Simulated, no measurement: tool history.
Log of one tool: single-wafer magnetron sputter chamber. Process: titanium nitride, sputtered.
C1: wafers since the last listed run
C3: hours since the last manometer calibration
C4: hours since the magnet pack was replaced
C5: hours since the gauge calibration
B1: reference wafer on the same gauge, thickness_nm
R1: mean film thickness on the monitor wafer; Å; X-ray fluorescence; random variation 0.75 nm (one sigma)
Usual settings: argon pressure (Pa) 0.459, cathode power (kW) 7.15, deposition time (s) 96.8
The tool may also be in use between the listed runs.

Run 1, hour 0: usual settings; C1 0; wafers on the sputter target 2024; C3 1066.2; C4 8167.8; C5 345.4; B1 149.863. Result: R1 1245.63 Å.
Run 2, hour 25.8: usual settings; C1 513; wafers on the sputter target 2537; C3 1092; C4 8193.6; C5 371.2; B1 150.103. Result: R1 1237.63 Å.
Run 3, hour 38: usual settings; C1 242; wafers on the sputter target 2780; C3 1104.2; C4 8205.8; C5 383.4; B1 150.151. Result: R1 1251.84 Å.
Run 4, hour 54.5: usual settings but cathode power (kW) 7.6; C1 328; wafers on the sputter target 3108; C3 1120.7; C4 8222.3; C5 399.9; B1 149.844. Result: R1 1306.77 Å.
Run 5, hour 87.7: usual settings but cathode power (kW) 7.6; C1 660; wafers on the sputter target 3769; C3 1153.9; C4 8255.5; C5 433.1; B1 149.842. Result: R1 1305.43 Å.
Run 6, hour 105.4: usual settings but cathode power (kW) 7.6; C1 352; wafers on the sputter target 4121; C3 1171.6; C4 8273.2; C5 450.8; B1 150.332. Result: R1 1298.42 Å.
At hour 133: sputter target and shields replaced.
Run 7, hour 133.5: usual settings but cathode power (kW) 6.65, deposition time (s) 89.1; C1 399; wafers on the sputter target 10; C3 1199.7; C4 8301.3; C5 478.9; B1 150.15. Result: R1 1117.44 Å.
Run 8, hour 146.3: usual settings but cathode power (kW) 6.65, deposition time (s) 89.1; C1 254; wafers on the sputter target 264; C3 1212.5; C4 8314.1; C5 491.7; B1 149.836. Result: R1 1096.2 Å.
Run 9, hour 175.1: usual settings but argon pressure (Pa) 0.528; C1 572; wafers on the sputter target 837; C3 1241.3; C4 8342.9; C5 520.5; B1 149.754. Result: R1 1250.93 Å.
Run 10, hour 197.5: usual settings but argon pressure (Pa) 0.528; C1 445; wafers on the sputter target 1283; C3 1263.7; C4 8365.3; C5 542.9; B1 149.984. Result: R1 1232.08 Å.
Run 11, hour 229.9: usual settings but argon pressure (Pa) 0.528; C1 644; wafers on the sputter target 1928; C3 1296.1; C4 8397.7; C5 575.3; B1 150.539. Result: R1 1221.63 Å.
Run 12, hour 260.7: usual settings; C1 612; wafers on the sputter target 2540; C3 1326.9; C4 8428.5; C5 606.1; B1 149.767. Result: R1 1253.39 Å.
Run 13, hour 289.4: usual settings; C1 570; wafers on the sputter target 3111; C3 1355.6; C4 8457.2; C5 634.8; B1 150.109. Result: R1 1247.15 Å.
Run 14, hour 305.1: usual settings but cathode power (kW) 7.9; C1 312; wafers on the sputter target 3424; C3 1371.3; C4 8472.9; C5 650.5; B1 150.17. Result: R1 1372.78 Å.
Run 15, hour 329.8: usual settings but argon pressure (Pa) 0.615, cathode power (kW) 5.8; C1 491; wafers on the sputter target 3915; C3 1396; C4 8497.6; C5 675.2; B1 149.881. Result: R1 941.69 Å.
At hour 341.9: sputter target and shields replaced.
At hour 343.4: gauge calibrated.
Run 16, hour 354.6: usual settings but argon pressure (Pa) 0.379, cathode power (kW) 6.05, deposition time (s) 113.3; C1 334; wafers on the sputter target 253; C3 1420.8; C4 8522.4; C5 11.2; B1 150.165. Result: R1 1321.63 Å.
Run 17, hour 370.7: usual settings but argon pressure (Pa) 0.278; C1 320; wafers on the sputter target 573; C3 1436.9; C4 8538.5; C5 27.3; B1 149.767. Result: R1 1364.09 Å.
Run 18, hour 397.1: usual settings but deposition time (s) 108.5; C1 525; wafers on the sputter target 1098; C3 1463.3; C4 8564.9; C5 53.7; B1 149.919. Result: R1 1439 Å.
Run 19, hour 432.9: usual settings but cathode power (kW) 6.4, deposition time (s) 102.8; C1 712; wafers on the sputter target 1810; C3 1499.1; C4 8600.7; C5 89.5; B1 150.181. Result: R1 1197.16 Å.
Run 20, hour 451.2: usual settings but argon pressure (Pa) 0.332, cathode power (kW) 5.9, deposition time (s) 91.8; C1 364; wafers on the sputter target 2174; C3 1517.4; C4 8619; C5 107.8; B1 149.99. Result: R1 1038.57 Å.
Run 21, hour 485.4: usual settings; C1 680; wafers on the sputter target 2855; C3 1551.6; C4 8653.2; C5 142; B1 149.753. Result: R1 1254.8 Å.
At hour 496: capacitance manometer re-zeroed and calibrated.
Run 22, hour 514.3: usual settings but cathode power (kW) 6.15, deposition time (s) 115.5; C1 415; wafers on the sputter target 3271; C3 18.3; C4 8682.1; C5 170.9; B1 150.104. Result: R1 1264.85 Å.
Run 23, hour 539.1: usual settings but cathode power (kW) 8.5; C1 493; wafers on the sputter target 3764; C3 43.1; C4 8706.9; C5 195.7; B1 150.232. Result: R1 1447.44 Å.
Run 24, hour 560.2: usual settings but argon pressure (Pa) 0.62, deposition time (s) 110.4; C1 419; wafers on the sputter target 4184; C3 64.2; C4 8728; C5 216.8; B1 149.651. Result: R1 1312.48 Å.
At hour 612.3: magnet pack replaced.
At hour 622.4: sputter target and shields replaced.
Run 25, hour 642.4: usual settings but argon pressure (Pa) 0.566, cathode power (kW) 6.65, deposition time (s) 90.9; C1 1317; wafers on the sputter target 397; C3 146.4; C4 30.1; C5 299; B1 150.495. Result: R1 1072.37 Å.
Run 26, hour 667.8: usual settings but argon pressure (Pa) 0.579, cathode power (kW) 5.65; C1 505; wafers on the sputter target 902; C3 171.8; C4 55.5; C5 324.4; B1 150.146. Result: R1 970.72 Å.
Run 27, hour 688.8: usual settings but argon pressure (Pa) 0.357, cathode power (kW) 5.75, deposition time (s) 87.6; C1 417; wafers on the sputter target 1320; C3 192.8; C4 76.5; C5 345.4; B1 150.093. Result: R1 953.07 Å.
Run 28, hour 713.8: usual settings; C1 497; wafers on the sputter target 1818; C3 217.8; C4 101.5; C5 370.4; B1 149.597. Result: R1 1248.47 Å.
Run 29, hour 749.5: usual settings but argon pressure (Pa) 0.363, cathode power (kW) 6.25, deposition time (s) 81; C1 710; wafers on the sputter target 2528; C3 253.5; C4 137.2; C5 406.1; B1 149.851. Result: R1 942.87 Å.
Run 30, hour 767.4: usual settings but argon pressure (Pa) 0.578, cathode power (kW) 6.25, deposition time (s) 114.1; C1 356; wafers on the sputter target 2884; C3 271.4; C4 155.1; C5 424; B1 150.264. Result: R1 1221.82 Å.
Run 31, hour 783.3: usual settings but argon pressure (Pa) 0.537, deposition time (s) 81.5; C1 316; wafers on the sputter target 3200; C3 287.3; C4 171; C5 439.9; B1 149.869. Result: R1 1006.28 Å.
Run 32, hour 800.3: usual settings; C1 338; wafers on the sputter target 3538; C3 304.3; C4 188; C5 456.9; B1 149.928. Result: R1 1243.75 Å.
Run 33, hour 825.1: usual settings; C1 493; wafers on the sputter target 4032; C3 329.1; C4 212.8; C5 481.7; B1 149.626. Result: R1 1233.05 Å.
At hour 858.2: sputter target and shields replaced.
Run 34, hour 858.7: usual settings but deposition time (s) 88.2; C1 509; wafers on the sputter target 9; C3 362.7; C4 246.4; C5 515.3; B1 150.002. Result: R1 1177.71 Å.
Run 35, hour 886: usual settings but argon pressure (Pa) 0.286, deposition time (s) 108.1; C1 543; wafers on the sputter target 552; C3 390; C4 273.7; C5 542.6; B1 150.455. Result: R1 1534.73 Å.
Run 36, hour 911.1: usual settings; C1 499; wafers on the sputter target 1052; C3 415.1; C4 298.8; C5 567.7; B1 150.232. Result: R1 1257.1 Å.

Hidden state at the last listed run before each entry between runs and at the first one after, where it differs:
Between runs 6 and 7: sputter target and shields replaced (hour 133)
  deposition rate above that of a new target (%): -4.8 -> -0.133
  measured less the result without the state, R1: -65.5 -> -1.5 Å
Between runs 15 and 16: sputter target and shields replaced (hour 341.9); gauge calibrated (hour 343.4)
  deposition rate above that of a new target (%): -4.63 -> -0.316
  measured less the result without the state, R1: -45.77 -> -4.19 Å
Between runs 21 and 22: capacitance manometer re-zeroed and calibrated (hour 496)
  deposition rate above that of a new target (%): -3.32 -> -3.98
  measured less the result without the state, R1: -43.04 -> -52.41 Å
Between runs 24 and 25: magnet pack replaced (hour 612.3); sputter target and shields replaced (hour 622.4)
  deposition rate above that of a new target (%): -5.03 -> -1.2
  measured less the result without the state, R1: -69.53 -> -13.04 Å
Between runs 33 and 34: sputter target and shields replaced (hour 858.2)
  deposition rate above that of a new target (%): -5.39 -> -0.311
  measured less the result without the state, R1: -70.27 -> -3.68 Å

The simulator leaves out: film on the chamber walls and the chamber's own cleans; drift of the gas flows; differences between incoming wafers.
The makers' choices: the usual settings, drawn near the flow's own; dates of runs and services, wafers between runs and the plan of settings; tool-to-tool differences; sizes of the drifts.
